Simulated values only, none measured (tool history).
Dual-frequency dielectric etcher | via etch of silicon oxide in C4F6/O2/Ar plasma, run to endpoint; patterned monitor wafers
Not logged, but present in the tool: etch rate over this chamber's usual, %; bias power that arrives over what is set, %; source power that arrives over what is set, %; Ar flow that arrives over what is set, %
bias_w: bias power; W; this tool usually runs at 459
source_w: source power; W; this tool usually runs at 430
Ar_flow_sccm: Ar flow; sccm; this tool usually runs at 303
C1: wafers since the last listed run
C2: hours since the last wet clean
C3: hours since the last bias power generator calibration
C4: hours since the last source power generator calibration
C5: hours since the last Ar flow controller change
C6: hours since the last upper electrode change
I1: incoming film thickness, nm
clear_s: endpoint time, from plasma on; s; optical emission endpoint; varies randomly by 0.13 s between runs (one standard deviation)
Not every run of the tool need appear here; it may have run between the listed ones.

{"run": 1, "hour": 0.0, "bias_w": 459, "source_w": 430, "Ar_flow_sccm": 336, "C1": 0, "C2": 270.8, "C3": 3731.3, "C4": 3047.5, "C5": 2661.8, "C6": 2781.6, "I1": 148.6, "clear_s": 34.7}
{"run": 2, "hour": 24.9, "bias_w": 409, "source_w": 430, "Ar_flow_sccm": 303, "C1": 351, "C2": 295.7, "C3": 3756.2, "C4": 3072.4, "C5": 2686.7, "C6": 2806.5, "I1": 148, "clear_s": 35.3}
{"run": 3, "hour": 70.2, "bias_w": 459, "source_w": 370, "Ar_flow_sccm": 303, "C1": 639, "C2": 341, "C3": 3801.5, "C4": 3117.7, "C5": 2732, "C6": 2851.8, "I1": 148.1, "clear_s": 35.3}
{"run": 4, "hour": 95.3, "bias_w": 459, "source_w": 370, "Ar_flow_sccm": 303, "C1": 354, "C2": 366.1, "C3": 3826.6, "C4": 3142.8, "C5": 2757.1, "C6": 2876.9, "I1": 149, "clear_s": 35.5}
{"run": 5, "hour": 141.3, "bias_w": 459, "source_w": 430, "Ar_flow_sccm": 303, "C1": 649, "C2": 412.1, "C3": 3872.6, "C4": 3188.8, "C5": 2803.1, "C6": 2922.9, "I1": 148.3, "clear_s": 34.1}
{"run": 6, "hour": 202.8, "bias_w": 459, "source_w": 430, "Ar_flow_sccm": 287, "C1": 868, "C2": 473.6, "C3": 3934.1, "C4": 3250.3, "C5": 2864.6, "C6": 2984.4, "I1": 148.6, "clear_s": 33.8}
{"run": 7, "hour": 245.0, "bias_w": 428, "source_w": 430, "Ar_flow_sccm": 303, "C1": 595, "C2": 515.8, "C3": 3976.3, "C4": 3292.5, "C5": 2906.8, "C6": 3026.6, "I1": 149, "clear_s": 34.9}
{"hour": 336.4, "done": "wet clean of the chamber"}
{"hour": 337.2, "done": "Ar flow controller replaced"}
{"run": 8, "hour": 425.3, "bias_w": 459, "source_w": 430, "Ar_flow_sccm": 303, "C1": 2194, "C2": 88.9, "C3": 4156.6, "C4": 3472.8, "C5": 88.1, "C6": 3206.9, "I1": 148.4, "clear_s": 34.2}
{"run": 9, "hour": 451.8, "bias_w": 459, "source_w": 430, "Ar_flow_sccm": 303, "C1": 374, "C2": 115.4, "C3": 4183.1, "C4": 3499.3, "C5": 114.6, "C6": 3233.4, "I1": 146.5, "clear_s": 33.7}
{"run": 10, "hour": 519.0, "bias_w": 459, "source_w": 430, "Ar_flow_sccm": 303, "C1": 948, "C2": 182.6, "C3": 4250.3, "C4": 3566.5, "C5": 181.8, "C6": 3300.6, "I1": 149.8, "clear_s": 34.3}
{"hour": 534.3, "done": "bias power generator calibrated"}
{"run": 11, "hour": 576.5, "bias_w": 459, "source_w": 430, "Ar_flow_sccm": 303, "C1": 755, "C2": 240.1, "C3": 42.2, "C4": 3624, "C5": 239.3, "C6": 3358.1, "I1": 149.4, "clear_s": 34.2}
{"run": 12, "hour": 613.1, "bias_w": 459, "source_w": 430, "Ar_flow_sccm": 303, "C1": 516, "C2": 276.7, "C3": 78.8, "C4": 3660.6, "C5": 275.9, "C6": 3394.7, "I1": 147.3, "clear_s": 33.8}
{"run": 13, "hour": 658.4, "bias_w": 459, "source_w": 430, "Ar_flow_sccm": 336, "C1": 639, "C2": 322, "C3": 124.1, "C4": 3705.9, "C5": 321.2, "C6": 3440, "I1": 147.6, "clear_s": 34.2}
{"run": 14, "hour": 723.2, "bias_w": 399, "source_w": 430, "Ar_flow_sccm": 303, "C1": 914, "C2": 386.8, "C3": 188.9, "C4": 3770.7, "C5": 386, "C6": 3504.8, "I1": 147.3, "clear_s": 35.1}
{"run": 15, "hour": 788.9, "bias_w": 459, "source_w": 430, "Ar_flow_sccm": 303, "C1": 927, "C2": 452.5, "C3": 254.6, "C4": 3836.4, "C5": 451.7, "C6": 3570.5, "I1": 149, "clear_s": 34.2}
{"run": 16, "hour": 858.5, "bias_w": 459, "source_w": 430, "Ar_flow_sccm": 303, "C1": 982, "C2": 522.1, "C3": 324.2, "C4": 3906, "C5": 521.3, "C6": 3640.1, "I1": 148.6, "clear_s": 33.9}
{"hour": 900.4, "done": "wet clean of the chamber"}
{"run": 17, "hour": 902.4, "bias_w": 459, "source_w": 430, "Ar_flow_sccm": 270, "C1": 280, "C2": 2, "C3": 368.1, "C4": 3949.9, "C5": 565.2, "C6": 3684, "I1": 149.1, "clear_s": 33.6}
{"run": 18, "hour": 943.2, "bias_w": 409, "source_w": 430, "Ar_flow_sccm": 303, "C1": 575, "C2": 42.8, "C3": 408.9, "C4": 3990.7, "C5": 606, "C6": 3724.8, "I1": 149.7, "clear_s": 35.5}
{"run": 19, "hour": 972.4, "bias_w": 357, "source_w": 530, "Ar_flow_sccm": 279, "C1": 412, "C2": 72, "C3": 438.1, "C4": 4019.9, "C5": 635.2, "C6": 3754, "I1": 146.3, "clear_s": 33.4}
{"hour": 1099.3, "done": "source power generator calibrated"}
{"hour": 1118.4, "done": "upper electrode replaced"}
{"run": 20, "hour": 1118.9, "bias_w": 547, "source_w": 340, "Ar_flow_sccm": 255, "C1": 1741, "C2": 218.5, "C3": 584.6, "C4": 19.6, "C5": 781.7, "C6": 0.5, "I1": 147.2, "clear_s": 33}
{"run": 21, "hour": 1216.9, "bias_w": 396, "source_w": 540, "Ar_flow_sccm": 346, "C1": 1383, "C2": 316.5, "C3": 682.6, "C4": 117.6, "C5": 879.7, "C6": 98.5, "I1": 149.2, "clear_s": 34}
{"run": 22, "hour": 1283.9, "bias_w": 459, "source_w": 430, "Ar_flow_sccm": 303, "C1": 945, "C2": 383.5, "C3": 749.6, "C4": 184.6, "C5": 946.7, "C6": 165.5, "I1": 148.9, "clear_s": 34.1}
{"run": 23, "hour": 1351.0, "bias_w": 559, "source_w": 350, "Ar_flow_sccm": 331, "C1": 947, "C2": 450.6, "C3": 816.7, "C4": 251.7, "C5": 1013.8, "C6": 232.6, "I1": 149.6, "clear_s": 34.6}
{"run": 24, "hour": 1411.2, "bias_w": 355, "source_w": 520, "Ar_flow_sccm": 303, "C1": 849, "C2": 510.8, "C3": 876.9, "C4": 311.9, "C5": 1074, "C6": 292.8, "I1": 148.2, "clear_s": 34.6}
{"hour": 1474.5, "done": "wet clean of the chamber"}
{"run": 25, "hour": 1478.1, "bias_w": 459, "source_w": 400, "Ar_flow_sccm": 378, "C1": 605, "C2": 3.6, "C3": 943.8, "C4": 378.8, "C5": 1140.9, "C6": 359.7, "I1": 149.1, "clear_s": 35.7}
{"run": 26, "hour": 1543.2, "bias_w": 459, "source_w": 430, "Ar_flow_sccm": 343, "C1": 918, "C2": 68.7, "C3": 1008.9, "C4": 443.9, "C5": 1206, "C6": 424.8, "I1": 149.9, "clear_s": 35.1}
{"run": 27, "hour": 1607.0, "bias_w": 505, "source_w": 520, "Ar_flow_sccm": 303, "C1": 900, "C2": 132.5, "C3": 1072.7, "C4": 507.7, "C5": 1269.8, "C6": 488.6, "I1": 149.7, "clear_s": 31.6}
{"run": 28, "hour": 1650.8, "bias_w": 380, "source_w": 480, "Ar_flow_sccm": 242, "C1": 618, "C2": 176.3, "C3": 1116.5, "C4": 551.5, "C5": 1313.6, "C6": 532.4, "I1": 149.7, "clear_s": 34}
{"run": 29, "hour": 1715.6, "bias_w": 488, "source_w": 330, "Ar_flow_sccm": 243, "C1": 914, "C2": 241.1, "C3": 1181.3, "C4": 616.3, "C5": 1378.4, "C6": 597.2, "I1": 149.9, "clear_s": 35.1}
{"run": 30, "hour": 1787.2, "bias_w": 459, "source_w": 430, "Ar_flow_sccm": 303, "C1": 1010, "C2": 312.7, "C3": 1252.9, "C4": 687.9, "C5": 1450, "C6": 668.8, "I1": 148.7, "clear_s": 34.2}

Branching from run 30: 3 alternative next runs. What would each branch give?
{"run": "A", "hour": 1787.6, "bias_w": 459, "source_w": 430, "Ar_flow_sccm": 303, "C1": 5, "C2": 313.1, "C3": 1253.3, "C4": 688.3, "C5": 1450.4, "C6": 669.2, "I1": 149.3, "clear_s": "?"}
{"run": "B", "hour": 1787.6, "bias_w": 395, "source_w": 430, "Ar_flow_sccm": 303, "C1": 5, "C2": 313.1, "C3": 1253.3, "C4": 688.3, "C5": 1450.4, "C6": 669.2, "I1": 149.3, "clear_s": "?"}
{"run": "C", "hour": 1787.6, "bias_w": 459, "source_w": 430, "Ar_flow_sccm": 268, "C1": 5, "C2": 313.1, "C3": 1253.3, "C4": 688.3, "C5": 1450.4, "C6": 669.2, "I1": 149.3, "clear_s": "?"}

run=A clear_s=34.2
run=B clear_s=35.7
run=C clear_s=33.6
Take away the tool's hidden state, keep each run's random variation, and the runs would have read:
run=A clear_s=34.2
run=B clear_s=35.7
run=C clear_s=33.6

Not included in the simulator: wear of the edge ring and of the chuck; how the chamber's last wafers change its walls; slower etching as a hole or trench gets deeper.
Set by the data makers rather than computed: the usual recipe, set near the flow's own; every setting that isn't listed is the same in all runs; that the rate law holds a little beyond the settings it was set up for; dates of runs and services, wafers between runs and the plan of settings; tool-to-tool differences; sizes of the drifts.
